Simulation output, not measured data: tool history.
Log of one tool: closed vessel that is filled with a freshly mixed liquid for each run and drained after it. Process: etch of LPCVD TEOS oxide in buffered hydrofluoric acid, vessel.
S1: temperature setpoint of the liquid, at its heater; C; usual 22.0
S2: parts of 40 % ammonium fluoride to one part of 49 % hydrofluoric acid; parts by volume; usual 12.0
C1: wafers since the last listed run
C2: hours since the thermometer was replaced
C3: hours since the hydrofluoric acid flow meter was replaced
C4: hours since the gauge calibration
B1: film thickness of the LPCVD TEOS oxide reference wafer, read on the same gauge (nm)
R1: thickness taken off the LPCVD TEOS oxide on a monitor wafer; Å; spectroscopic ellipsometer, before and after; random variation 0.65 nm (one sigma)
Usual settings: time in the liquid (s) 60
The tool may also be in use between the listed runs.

{"run": 1, "day": 0.0, "S1": 23.5, "S2": 12.0, "time in the liquid (s)": 60, "C1": 0, "C2": 1861.4, "C3": 748.8, "C4": 114.0, "B1": 50.0, "R1": 1265.3}
{"run": 2, "day": 1.054, "S1": 23.5, "S2": 12.0, "time in the liquid (s)": 60, "C1": 2310, "C2": 1886.7, "C3": 774.1, "C4": 139.3, "B1": 49.98, "R1": 1280.2}
{"run": 3, "day": 2.762, "S1": 23.5, "S2": 12.0, "time in the liquid (s)": 60, "C1": 3744, "C2": 1927.7, "C3": 815.1, "C4": 180.3, "B1": 50.01, "R1": 1267.8}
{"run": 4, "day": 4.321, "S1": 22.0, "S2": 12.0, "time in the liquid (s)": 85, "C1": 3415, "C2": 1965.1, "C3": 852.5, "C4": 217.7, "B1": 50.01, "R1": 1666.0}
{"run": 5, "day": 6.383, "S1": 22.0, "S2": 12.0, "time in the liquid (s)": 85, "C1": 4520, "C2": 2014.6, "C3": 902.0, "C4": 267.2, "B1": 50.03, "R1": 1668.1}
{"run": 6, "day": 8.358, "S1": 22.0, "S2": 12.0, "time in the liquid (s)": 60, "C1": 4328, "C2": 2062.0, "C3": 949.4, "C4": 314.6, "B1": 50.01, "R1": 1175.2}
{"run": 7, "day": 10.771, "S1": 22.0, "S2": 12.0, "time in the liquid (s)": 60, "C1": 5287, "C2": 2119.9, "C3": 1007.3, "C4": 372.5, "B1": 49.97, "R1": 1171.9}
{"run": 8, "day": 13.067, "S1": 26.0, "S2": 12.0, "time in the liquid (s)": 60, "C1": 5031, "C2": 2175.0, "C3": 1062.4, "C4": 427.6, "B1": 50.02, "R1": 1451.5}
{"run": 9, "day": 15.262, "S1": 26.0, "S2": 12.0, "time in the liquid (s)": 60, "C1": 4812, "C2": 2227.7, "C3": 1115.1, "C4": 480.3, "B1": 50.0, "R1": 1440.9}
{"run": 10, "day": 16.65, "S1": 22.0, "S2": 12.0, "time in the liquid (s)": 60, "C1": 3041, "C2": 2261.0, "C3": 1148.4, "C4": 513.6, "B1": 50.02, "R1": 1179.4}
{"run": 11, "day": 17.742, "S1": 22.0, "S2": 12.0, "time in the liquid (s)": 60, "C1": 2392, "C2": 2287.2, "C3": 1174.6, "C4": 539.8, "B1": 50.01, "R1": 1153.7}
{"run": 12, "day": 18.796, "S1": 22.0, "S2": 12.0, "time in the liquid (s)": 60, "C1": 2310, "C2": 2312.5, "C3": 1199.9, "C4": 565.1, "B1": 49.96, "R1": 1162.7}
{"run": 13, "day": 19.921, "S1": 22.0, "S2": 12.0, "time in the liquid (s)": 60, "C1": 2465, "C2": 2339.5, "C3": 1226.9, "C4": 592.1, "B1": 50.01, "R1": 1165.9}
{"run": 14, "day": 21.188, "S1": 22.0, "S2": 14.0, "time in the liquid (s)": 40, "C1": 2776, "C2": 2369.9, "C3": 1257.3, "C4": 622.5, "B1": 49.99, "R1": 663.5}
{"day": 22.5, "done": "gauge calibrated"}
{"day": 23.525, "done": "thermometer replaced"}
{"run": 15, "day": 23.883, "S1": 22.0, "S2": 12.0, "time in the liquid (s)": 60, "C1": 5817, "C2": 8.6, "C3": 1322.0, "C4": 33.2, "B1": 50.02, "R1": 1161.4}
{"run": 16, "day": 25.738, "S1": 22.0, "S2": 13.5, "time in the liquid (s)": 40, "C1": 4063, "C2": 53.1, "C3": 1366.5, "C4": 77.7, "B1": 50.01, "R1": 685.4}
{"day": 26.333, "done": "hydrofluoric acid flow meter replaced"}
{"run": 17, "day": 27.879, "S1": 22.0, "S2": 12.0, "time in the liquid (s)": 60, "C1": 4602, "C2": 104.5, "C3": 37.1, "C4": 129.1, "B1": 50.03, "R1": 1195.4}
{"run": 18, "day": 29.858, "S1": 19.5, "S2": 15.5, "time in the liquid (s)": 60, "C1": 4337, "C2": 152.0, "C3": 84.6, "C4": 176.6, "B1": 50.03, "R1": 810.4}
{"run": 19, "day": 32.238, "S1": 25.0, "S2": 12.0, "time in the liquid (s)": 90, "C1": 5214, "C2": 209.1, "C3": 141.7, "C4": 233.7, "B1": 49.99, "R1": 2104.3}
{"run": 20, "day": 34.704, "S1": 22.0, "S2": 12.0, "time in the liquid (s)": 60, "C1": 5406, "C2": 268.3, "C3": 200.9, "C4": 292.9, "B1": 49.99, "R1": 1191.7}
{"run": 21, "day": 36.6, "S1": 18.0, "S2": 12.0, "time in the liquid (s)": 70, "C1": 4155, "C2": 313.8, "C3": 246.4, "C4": 338.4, "B1": 50.0, "R1": 1119.1}
{"run": 22, "day": 39.083, "S1": 22.0, "S2": 10.5, "time in the liquid (s)": 60, "C1": 5442, "C2": 373.4, "C3": 306.0, "C4": 398.0, "B1": 49.97, "R1": 1345.6}
{"run": 23, "day": 40.321, "S1": 24.0, "S2": 15.0, "time in the liquid (s)": 40, "C1": 2712, "C2": 403.1, "C3": 335.7, "C4": 427.7, "B1": 49.97, "R1": 710.0}
{"run": 24, "day": 42.425, "S1": 23.5, "S2": 8.5, "time in the liquid (s)": 85, "C1": 4611, "C2": 453.6, "C3": 386.2, "C4": 478.2, "B1": 50.0, "R1": 2459.3}
{"run": 25, "day": 44.279, "S1": 18.0, "S2": 12.0, "time in the liquid (s)": 40, "C1": 4063, "C2": 498.1, "C3": 430.7, "C4": 522.7, "B1": 50.01, "R1": 633.8}
{"run": 26, "day": 46.467, "S1": 22.0, "S2": 12.0, "time in the liquid (s)": 60, "C1": 4794, "C2": 550.6, "C3": 483.2, "C4": 575.2, "B1": 49.97, "R1": 1184.3}
{"day": 47.608, "done": "gauge calibrated"}
{"run": 27, "day": 49.1, "S1": 20.0, "S2": 15.5, "time in the liquid (s)": 35, "C1": 5771, "C2": 613.8, "C3": 546.4, "C4": 35.8, "B1": 50.02, "R1": 479.3}
{"run": 28, "day": 51.121, "S1": 19.5, "S2": 15.5, "time in the liquid (s)": 60, "C1": 4429, "C2": 662.3, "C3": 594.9, "C4": 84.3, "B1": 50.0, "R1": 799.3}

Forecast each of these 4 alternatives for the next run:
{"run": "A", "day": 51.15, "S1": 22.0, "S2": 12.0, "time in the liquid (s)": 90, "C1": 63, "C2": 663.0, "C3": 595.6, "C4": 85.0, "B1": "?", "R1": "?"}
{"run": "B", "day": 51.15, "S1": 18.0, "S2": 17.0, "time in the liquid (s)": 35, "C1": 63, "C2": 663.0, "C3": 595.6, "C4": 85.0, "B1": "?", "R1": "?"}
{"run": "C", "day": 51.15, "S1": 26.5, "S2": 12.0, "time in the liquid (s)": 60, "C1": 63, "C2": 663.0, "C3": 595.6, "C4": 85.0, "B1": "?", "R1": "?"}
{"run": "D", "day": 51.15, "S1": 24.0, "S2": 16.5, "time in the liquid (s)": 85, "C1": 63, "C2": 663.0, "C3": 595.6, "C4": 85.0, "B1": "?", "R1": "?"}

run=A B1=50.03 R1=1765.0
run=B B1=50.03 R1=389.5
run=C B1=50.03 R1=1503.6
run=D B1=50.03 R1=1361.2
Without the tool's hidden state the same runs would have given:
run=A R1=1795.0
run=B R1=396.2
run=C R1=1529.1
run=D R1=1384.3
